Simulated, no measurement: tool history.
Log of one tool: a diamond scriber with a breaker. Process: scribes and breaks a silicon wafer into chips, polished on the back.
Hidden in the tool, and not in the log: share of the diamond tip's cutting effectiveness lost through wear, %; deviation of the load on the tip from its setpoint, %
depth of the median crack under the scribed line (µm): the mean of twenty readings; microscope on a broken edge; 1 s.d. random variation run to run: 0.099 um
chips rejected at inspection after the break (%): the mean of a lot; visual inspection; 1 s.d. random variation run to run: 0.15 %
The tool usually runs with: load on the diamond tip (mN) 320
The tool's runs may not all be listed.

run    hour  load on the diamond tip (mN)  wafers since the last listed run  hours since the diamond tip was replaced  hours since the load on the tip was calibrated  incoming depth of the damage left on the back of the incoming wafer, um  depth of the median crack under the scribed line (µm)  chips rejected at inspection after the break (%)
  1     0.0                           320                                 0                                     883.5                                          1208.9                                                                     0.03                                                  10.50                                              2.77
  2    58.9                           320                               136                                     942.4                                          1267.8                                                                     0.01                                                  10.51                                              3.11
  3   126.2                           320                               156                                    1009.7                                          1335.1                                                                     0.01                                                  10.55                                              2.87
  4   171.4                           320                               104                                    1054.9                                          1380.3                                                                     0.03                                                  10.51                                              2.96
      189.3  -- diamond tip replaced by a new one
  5   214.7                           320                                95                                      25.4                                          1423.6                                                                     0.01                                                  10.43                                              3.15
  6   372.1                           320                               365                                     182.8                                          1581.0                                                                     0.02                                                  10.07                                              3.13
  7   400.2                           320                                65                                     210.9                                          1609.1                                                                     0.01                                                  10.03                                              3.22
  8   444.9                           300                               103                                     255.6                                          1653.8                                                                     0.02                                                   9.64                                              5.49
  9   506.1                           341                               142                                     316.8                                          1715.0                                                                     0.01                                                  10.51                                              2.76
 10   551.0                           320                               104                                     361.7                                          1759.9                                                                     0.04                                                  10.02                                              3.86
 11   606.2                           320                               128                                     416.9                                          1815.1                                                                     0.02                                                  10.01                                              4.01
      611.0  -- load on the tip recalibrated
 12   632.1                           320                                55                                     442.8                                            21.1                                                                     0.02                                                  11.44                                              1.69
 13   690.1                           367                               134                                     500.8                                            79.1                                                                     0.03                                                  12.68                                              2.95
 14   744.2                           356                               125                                     554.9                                           133.2                                                                     0.03                                                  12.39                                              2.51
 15   786.5                           356                                98                                     597.2                                           175.5                                                                     0.03                                                  12.36                                              2.24
 16   834.8                           393                               112                                     645.5                                           223.8                                                                     0.05                                                  13.40                                              4.40
 17   883.4                           393                               112                                     694.1                                           272.4                                                                     0.05                                                  13.33                                              4.28
 18   935.7                           375                               121                                     746.4                                           324.7                                                                     0.02                                                  12.60                                              3.12
 19   974.9                           385                                91                                     785.6                                           363.9                                                                     0.02                                                  12.99                                              3.10
 20  1017.5                           385                                98                                     828.2                                           406.5                                                                     0.02                                                  13.04                                              3.54
 21  1083.8                           254                               153                                     894.5                                           472.8                                                                     0.03                                                   9.11                                              7.23
 22  1135.5                           320                               120                                     946.2                                           524.5                                                                     0.03                                                  11.14                                              2.06
 23  1175.3                           362                                92                                     986.0                                           564.3                                                                     0.03                                                  12.25                                              2.51
 24  1244.8                           263                               161                                    1055.5                                           633.8                                                                     0.04                                                   9.33                                              6.09
 25  1286.0                           232                                95                                    1096.7                                           675.0                                                                     0.05                                                   8.36                                             10.92
 26  1354.3                           395                               158                                    1165.0                                           743.3                                                                     0.01                                                  12.87                                              3.65
 27  1408.0                           378                               124                                    1218.7                                           797.0                                                                     0.03                                                  12.33                                              2.54
 28  1444.3                           320                                84                                    1255.0                                           833.3                                                                     0.03                                                  10.98                                              2.38
     1472.8  -- diamond tip replaced by a new one
 29  1501.8                           254                               128                                      29.0                                           890.8                                                                     0.04                                                   8.75                                              8.20
 30  1548.7                           380                               108                                      75.9                                           937.7                                                                     0.01                                                  12.15                                              2.48
 31  1582.0                           365                                77                                     109.2                                           971.0                                                                     0.04                                                  11.70                                              2.04
 32  1633.8                           231                               120                                     161.0                                          1022.8                                                                     0.03                                                   8.22                                             11.65
 33  1661.5                           281                                64                                     188.7                                          1050.5                                                                     0.02                                                   9.68                                              5.17
 34  1709.5                           252                               111                                     236.7                                          1098.5                                                                     0.04                                                   8.75                                              9.03
 35  1765.3                           237                               129                                     292.5                                          1154.3                                                                     0.04                                                   8.16                                             12.84
 36  1794.9                           371                                68                                     322.1                                          1183.9                                                                     0.04                                                  11.99                                              1.92
 37  1841.9                           354                               109                                     369.1                                          1230.9                                                                     0.03                                                  11.38                                              2.26
 38  1883.5                           407                                96                                     410.7                                          1272.5                                                                     0.04                                                  12.81                                              3.37
 39  1922.7                           320                                91                                     449.9                                          1311.7                                                                     0.05                                                  10.38                                              2.58
 40  1991.9                           348                               160                                     519.1                                          1380.9                                                                     0.04                                                  11.34                                              1.91

Consider 4 possible next runs. They are alternatives, not a sequence: every one starts from the tool as it was left by run 40. What does each give?
  A  1992.5                           264                                 1                                     519.7                                          1381.5                                                                     0.05                                                      ?                                                 ?
  B  1992.5                           261                                 1                                     519.7                                          1381.5                                                                     0.05                                                      ?                                                 ?
  C  1992.5                           287                                 1                                     519.7                                          1381.5                                                                     0.05                                                      ?                                                 ?
  D  1992.5                           391                                 1                                     519.7                                          1381.5                                                                     0.05                                                      ?                                                 ?

run  depth of the median crack under the scribed line (µm)  chips rejected at inspection after the break (%)
  A                                                   8.80                                              7.13
  B                                                   8.71                                              7.55
  C                                                   9.45                                              4.53
  D                                                  12.16                                              2.13
The same runs, with their run-to-run variation unchanged, on a tool lacking any hidden condition would have given:
run  depth of the median crack under the scribed line (µm)  chips rejected at inspection after the break (%)
  A                                                   9.63                                              3.98
  B                                                   9.54                                              4.26
  C                                                  10.34                                              2.41
  D                                                  13.30                                              3.96
